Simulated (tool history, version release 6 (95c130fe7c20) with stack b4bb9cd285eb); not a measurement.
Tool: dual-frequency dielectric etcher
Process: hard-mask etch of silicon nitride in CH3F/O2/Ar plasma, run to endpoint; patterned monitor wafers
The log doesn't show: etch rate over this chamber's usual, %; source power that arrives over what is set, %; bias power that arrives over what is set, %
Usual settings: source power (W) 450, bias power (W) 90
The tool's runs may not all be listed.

run    hour  source power (W)  bias power (W)  wafers since the last listed run  hours since the last wet clean  hours since the last source power generator calibration  hours since the last bias power generator calibration  hours since the last upper electrode change  incoming incoming film thickness, nm  endpoint time (s)
  1       0               370              82                                 0                           393.6                                                   2631.5                                                   1915                                       3868.8                                 35.81               54.5
  2      41               450              90                               451                           434.6                                                   2672.5                                                   1956                                       3909.8                                 35.44               48.3
        151  -- wet clean of the chamber
  3   151.5               450              90                               953                             0.5                                                     2783                                                 2066.5                                       4020.3                                 35.51               50.5
  4   234.6               450              90                               915                            83.6                                                   2866.1                                                 2149.6                                       4103.4                                 35.56               49.3
  5   331.1               420              90                              1063                           180.1                                                   2962.6                                                 2246.1                                       4199.9                                 35.92               50.7
  6   370.4               420              90                               433                           219.4                                                   3001.9                                                 2285.4                                       4239.2                                 35.67               50.7
  7   412.9               420              90                               468                           261.9                                                   3044.4                                                 2327.9                                       4281.7                                 35.87               50.7
  8   503.4               450              90                               997                           352.4                                                   3134.9                                                 2418.4                                       4372.2                                 35.84               49.2
      587.6  -- upper electrode replaced
  9   603.5               450              90                               838                           452.5                                                     3235                                                 2518.5                                         15.9                                 35.02               47.8
      636.4  -- wet clean of the chamber
 10   643.2               380             105                               173                             6.8                                                   3274.7                                                 2558.2                                         55.6                                 35.42               47.8
      896.1  -- source power generator calibrated
 11   944.4               450              97                              3275                             308                                                     48.3                                                 2859.4                                        356.8                                 35.86               44.8
      973.6  -- wet clean of the chamber, repeated, since the last time left the tool worse
 12  1030.7               420             110                               686                            57.1                                                    134.6                                                 2945.7                                        443.1                                 35.64               47.3
 13  1105.2               510              71                               821                           131.6                                                    209.1                                                 3020.2                                        517.6                                 35.85               50.8
     1182.5  -- bias power generator calibrated
 14    1295               450              90                              2047                           321.4                                                    398.9                                                  112.5                                        707.4                                 35.46               48.1
 15  1393.5               450              90                              1085                           419.9                                                    497.4                                                    211                                        805.9                                 35.86               48.6
 16  1438.2               370              74                               492                           464.6                                                    542.1                                                  255.7                                        850.6                                  35.9               56.2
     1495.4  -- wet clean of the chamber
 17  1529.2               400             110                               738                            33.8                                                    633.1                                                  346.7                                        941.6                                 35.78               48.5
 18  1588.7               350              78                               655                            93.3                                                    692.6                                                  406.2                                       1001.1                                 36.27               58.2

Hidden state at the last listed run before each entry between runs and at the first one after, where it differs:
Between runs 2 and 3: wet clean of the chamber (hour 151)
  etch rate over this chamber's usual, %: 3.02 -> -0.131
  measured less the result without the state, endpoint time (s): -1.5 -> +0.1
Between runs 8 and 9: upper electrode replaced (hour 587.6)
  etch rate over this chamber's usual, %: 2.01 -> 2.62
  measured less the result without the state, endpoint time (s): -1 -> -1.2
Between runs 9 and 10: wet clean of the chamber (hour 636.4)
  etch rate over this chamber's usual, %: 2.62 -> 4.92
  measured less the result without the state, endpoint time (s): -1.2 -> -2.4
Between runs 10 and 11: source power generator calibrated (hour 896.1)
  etch rate over this chamber's usual, %: 4.92 -> 6.76
  measured less the result without the state, endpoint time (s): -2.4 -> -3
Between runs 11 and 12: wet clean of the chamber, repeated, since the last time left the tool worse (hour 973.6)
  etch rate over this chamber's usual, %: 6.76 -> 0.533
  measured less the result without the state, endpoint time (s): -3 -> -0.3
Between runs 13 and 14: bias power generator calibrated (hour 1182.5)
  etch rate over this chamber's usual, %: 0.987 -> 2.14
  measured less the result without the state, endpoint time (s): -0.5 -> -1
Between runs 16 and 17: wet clean of the chamber (hour 1495.4)
  etch rate over this chamber's usual, %: 3.01 -> 0.39
  measured less the result without the state, endpoint time (s): -1.7 -> -0.2

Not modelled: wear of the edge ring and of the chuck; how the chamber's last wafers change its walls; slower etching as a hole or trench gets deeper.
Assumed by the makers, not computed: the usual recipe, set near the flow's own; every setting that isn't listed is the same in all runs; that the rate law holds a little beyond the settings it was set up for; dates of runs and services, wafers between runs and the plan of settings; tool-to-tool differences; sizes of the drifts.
